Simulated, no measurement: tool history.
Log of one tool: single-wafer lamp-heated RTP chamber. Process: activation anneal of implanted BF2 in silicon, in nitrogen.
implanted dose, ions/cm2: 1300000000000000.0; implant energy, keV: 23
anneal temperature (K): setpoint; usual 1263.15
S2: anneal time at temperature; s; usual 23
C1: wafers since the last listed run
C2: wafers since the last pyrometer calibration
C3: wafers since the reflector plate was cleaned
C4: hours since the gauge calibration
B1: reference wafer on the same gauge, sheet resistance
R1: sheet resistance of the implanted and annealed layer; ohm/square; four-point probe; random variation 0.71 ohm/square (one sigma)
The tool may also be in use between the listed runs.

run 1 hour=0.0 | anneal_temperature_(K)=1263.15 S2=23 | C1=0 C2=2735 C3=5341 C4=470.3 | B1=214.03 | R1=197.01
-- hour=24.7 pyrometer window cleaned and pyrometer calibrated
run 2 hour=25.2 | anneal_temperature_(K)=1263.15 S2=23 | C1=218 C2=6 C3=5560 C4=495.5 | B1=213.91 | R1=196.28
run 3 hour=36.3 | anneal_temperature_(K)=1263.15 S2=23 | C1=141 C2=147 C3=5701 C4=506.6 | B1=213.95 | R1=195.49
run 4 hour=52.2 | anneal_temperature_(K)=1263.15 S2=23 | C1=202 C2=349 C3=5903 C4=522.5 | B1=214.29 | R1=196.17
run 5 hour=82.2 | anneal_temperature_(K)=1263.15 S2=23 | C1=381 C2=731 C3=6285 C4=552.5 | B1=213.90 | R1=195.97
run 6 hour=99.8 | anneal_temperature_(K)=1263.15 S2=23 | C1=223 C2=955 C3=6509 C4=570.1 | B1=213.98 | R1=195.42
run 7 hour=114.8 | anneal_temperature_(K)=1263.15 S2=23 | C1=190 C2=1145 C3=6700 C4=585.1 | B1=213.62 | R1=196.24
run 8 hour=145.8 | anneal_temperature_(K)=1263.15 S2=26 | C1=394 C2=1540 C3=7094 C4=616.1 | B1=213.95 | R1=191.57
run 9 hour=174.7 | anneal_temperature_(K)=1263.15 S2=23 | C1=367 C2=1907 C3=7462 C4=645.0 | B1=213.80 | R1=193.96
run 10 hour=201.7 | anneal_temperature_(K)=1251.15 S2=31 | C1=343 C2=2251 C3=7805 C4=672.0 | B1=213.87 | R1=203.96
run 11 hour=216.5 | anneal_temperature_(K)=1251.15 S2=31 | C1=188 C2=2439 C3=7993 C4=686.8 | B1=213.87 | R1=206.34
run 12 hour=249.5 | anneal_temperature_(K)=1251.15 S2=31 | C1=419 C2=2859 C3=8413 C4=719.8 | B1=214.13 | R1=205.18
run 13 hour=263.2 | anneal_temperature_(K)=1273.15 S2=23 | C1=174 C2=3033 C3=8587 C4=733.5 | B1=214.08 | R1=178.40
run 14 hour=279.4 | anneal_temperature_(K)=1273.15 S2=23 | C1=206 C2=3239 C3=8793 C4=749.7 | B1=213.80 | R1=179.88
-- hour=303.7 pyrometer window cleaned and pyrometer calibrated
run 15 hour=305.7 | anneal_temperature_(K)=1241.15 S2=13 | C1=232 C2=24 C3=9026 C4=776.0 | B1=213.89 | R1=244.09
run 16 hour=328.1 | anneal_temperature_(K)=1241.15 S2=13 | C1=284 C2=309 C3=9311 C4=798.4 | B1=214.13 | R1=244.02
run 17 hour=347.5 | anneal_temperature_(K)=1282.15 S2=34 | C1=246 C2=556 C3=9558 C4=817.8 | B1=214.10 | R1=158.33
run 18 hour=366.5 | anneal_temperature_(K)=1263.15 S2=23 | C1=241 C2=798 C3=9799 C4=836.8 | B1=214.09 | R1=194.59
run 19 hour=398.1 | anneal_temperature_(K)=1284.15 S2=12 | C1=401 C2=1200 C3=10201 C4=868.4 | B1=214.15 | R1=182.38
run 20 hour=427.4 | anneal_temperature_(K)=1247.15 S2=23 | C1=372 C2=1572 C3=10574 C4=897.7 | B1=213.82 | R1=219.96
run 21 hour=450.6 | anneal_temperature_(K)=1234.15 S2=29 | C1=295 C2=1867 C3=10869 C4=920.9 | B1=213.83 | R1=236.37
run 22 hour=466.0 | anneal_temperature_(K)=1277.15 S2=16 | C1=195 C2=2063 C3=11065 C4=936.3 | B1=213.99 | R1=183.14
run 23 hour=485.8 | anneal_temperature_(K)=1263.15 S2=23 | C1=251 C2=2315 C3=11317 C4=956.1 | B1=213.97 | R1=193.05
run 24 hour=520.3 | anneal_temperature_(K)=1290.15 S2=17 | C1=438 C2=2754 C3=11756 C4=990.6 | B1=213.62 | R1=165.35
-- hour=532.3 pyrometer window cleaned and pyrometer calibrated
run 25 hour=624.2 | anneal_temperature_(K)=1254.15 S2=31 | C1=1219 C2=1169 C3=12975 C4=1094.5 | B1=214.19 | R1=197.65
run 26 hour=650.8 | anneal_temperature_(K)=1263.15 S2=23 | C1=338 C2=1507 C3=13314 C4=1121.1 | B1=213.79 | R1=191.43
-- hour=695.9 reflector plate cleaned
-- hour=726.6 gauge calibrated
-- hour=751.1 pyrometer window cleaned and pyrometer calibrated
run 27 hour=758.6 | anneal_temperature_(K)=1252.15 S2=35 | C1=1167 C2=95 C3=695 C4=32.0 | B1=214.00 | R1=204.95
run 28 hour=790.0 | anneal_temperature_(K)=1284.15 S2=18 | C1=399 C2=495 C3=1094 C4=63.4 | B1=214.28 | R1=176.28
run 29 hour=806.4 | anneal_temperature_(K)=1250.15 S2=18 | C1=208 C2=703 C3=1303 C4=79.8 | B1=214.04 | R1=226.51
run 30 hour=841.6 | anneal_temperature_(K)=1238.15 S2=23 | C1=447 C2=1151 C3=1751 C4=115.0 | B1=214.02 | R1=241.89
run 31 hour=884.8 | anneal_temperature_(K)=1263.15 S2=32 | C1=549 C2=1700 C3=2300 C4=158.2 | B1=213.68 | R1=188.26
run 32 hour=905.4 | anneal_temperature_(K)=1263.15 S2=17 | C1=262 C2=1962 C3=2562 C4=178.8 | B1=214.15 | R1=205.79
run 33 hour=925.3 | anneal_temperature_(K)=1275.15 S2=9 | C1=253 C2=2215 C3=2815 C4=198.7 | B1=214.24 | R1=206.28
run 34 hour=953.2 | anneal_temperature_(K)=1263.15 S2=23 | C1=354 C2=2570 C3=3170 C4=226.6 | B1=213.96 | R1=196.81
-- hour=976.1 pyrometer window cleaned and pyrometer calibrated
run 35 hour=984.7 | anneal_temperature_(K)=1247.15 S2=23 | C1=298 C2=109 C3=3469 C4=258.1 | B1=214.00 | R1=223.02
run 36 hour=1020.2 | anneal_temperature_(K)=1263.15 S2=28 | C1=451 C2=560 C3=3921 C4=293.6 | B1=214.22 | R1=191.90
run 37 hour=1054.5 | anneal_temperature_(K)=1275.15 S2=23 | C1=436 C2=996 C3=4357 C4=327.9 | B1=214.10 | R1=179.35
run 38 hour=1073.5 | anneal_temperature_(K)=1263.15 S2=31 | C1=241 C2=1238 C3=4599 C4=346.9 | B1=213.87 | R1=188.12

The tool's hidden state at each run:
true wafer temperature minus pyrometer reading, K: 0 in every run
gauge reads high (%): 0 in every run
H1: wafer temperature error from the tarnished reflector plate, K
run=1 H1=2.27
run=2 H1=2.38
run=3 H1=2.42
run=4 H1=2.49
run=5 H1=2.62
run=6 H1=2.7
run=7 H1=2.76
run=8 H1=2.9
run=9 H1=3.02
run=10 H1=3.14
run=11 H1=3.2
run=12 H1=3.35
run=13 H1=3.41
run=14 H1=3.48
run=15 H1=3.59
run=16 H1=3.69
run=17 H1=3.77
run=18 H1=3.85
run=19 H1=3.99
run=20 H1=4.12
run=21 H1=4.22
run=22 H1=4.28
run=23 H1=4.37
run=24 H1=4.52
run=25 H1=4.97
run=26 H1=5.08
run=27 H1=0.535
run=28 H1=0.67
run=29 H1=0.741
run=30 H1=0.894
run=31 H1=1.08
run=32 H1=1.17
run=33 H1=1.26
run=34 H1=1.38
run=35 H1=1.51
run=36 H1=1.67
run=37 H1=1.81
run=38 H1=1.9
